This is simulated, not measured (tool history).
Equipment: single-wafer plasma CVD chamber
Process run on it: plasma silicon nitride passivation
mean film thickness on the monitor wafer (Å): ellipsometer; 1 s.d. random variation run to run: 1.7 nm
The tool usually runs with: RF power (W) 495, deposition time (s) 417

run    hour  RF power (W)  deposition time (s)  read-back reference wafer on the same gauge, thickness_nm  mean film thickness on the monitor wafer (Å)
  1     0.0           495                  417                                                    756.460                                       6344.86
  2    54.5           495                  417                                                    758.592                                       6329.09
  3   113.3           495                  417                                                    759.312                                       6334.31
  4   214.6           495                  417                                                    761.011                                       6363.57
  5   284.1           495                  417                                                    761.443                                       6368.52
  6   327.4           495                  417                                                    761.634                                       6388.32
  7   371.5           495                  417                                                    762.400                                       6368.45
  8   409.3           430                  417                                                    762.697                                       6172.67
  9   484.1           430                  417                                                    763.173                                       6107.64
 10   590.4           430                  417                                                    763.745                                       6191.31
 11   641.8           460                  417                                                    764.979                                       6277.21
 12   711.4           460                  417                                                    765.593                                       6287.32
 13   772.2           460                  417                                                    765.843                                       6263.17
 14   839.0           470                  350                                                    766.658                                       5305.48
 15   932.8           495                  417                                                    766.619                                       6415.38
 16  1105.5           455                  361                                                    767.072                                       5446.10
 17  1172.9           415                  389                                                    767.171                                       5705.40
     1215.1  -- showerhead replaced
 18  1258.3           460                  417                                                    767.109                                       6311.15
     1304.3  -- RF generator calibrated
     1308.9  -- gauge calibrated
 19  1358.0           495                  417                                                    749.705                                       6240.27
 20  1456.4           495                  417                                                    752.350                                       6250.67
 21  1521.1           495                  417                                                    754.861                                       6313.77
 22  1591.5           455                  480                                                    756.473                                       7077.16
 23  1691.4           550                  446                                                    758.710                                       6954.91
 24  1741.8           400                  363                                                    759.925                                       5245.86
 25  1778.3           575                  369                                                    760.516                                       5809.14
 26  1842.0           450                  498                                                    760.855                                       7447.72
 27  1881.3           455                  497                                                    762.383                                       7387.99

Measured result minus the same run's result without the hidden state. Both carry the same run-to-run variation, though not necessarily the same gauge scatter:
The tool's hidden condition here consists of: delivered RF power above the setpoint (%); gauge reads high (%).
run  mean film thickness on the monitor wafer (Å)
  1                                        +86.27
  2                                        +93.83
  3                                       +101.63
  4                                       +113.95
  5                                       +121.22
  6                                       +125.73
  7                                       +129.26
  8                                       +128.36
  9                                       +132.55
 10                                       +141.36
 11                                       +146.38
 12                                       +150.40
 13                                       +152.82
 14                                       +131.99
 15                                       +163.45
 16                                       +143.72
 17                                       +152.25
 18                                       +170.55
 19                                        +21.44
 20                                        +47.35
 21                                        +63.00
 22                                        +87.31
 23                                       +106.30
 24                                        +87.14
 25                                       +101.73
 26                                       +141.28
 27                                       +146.31

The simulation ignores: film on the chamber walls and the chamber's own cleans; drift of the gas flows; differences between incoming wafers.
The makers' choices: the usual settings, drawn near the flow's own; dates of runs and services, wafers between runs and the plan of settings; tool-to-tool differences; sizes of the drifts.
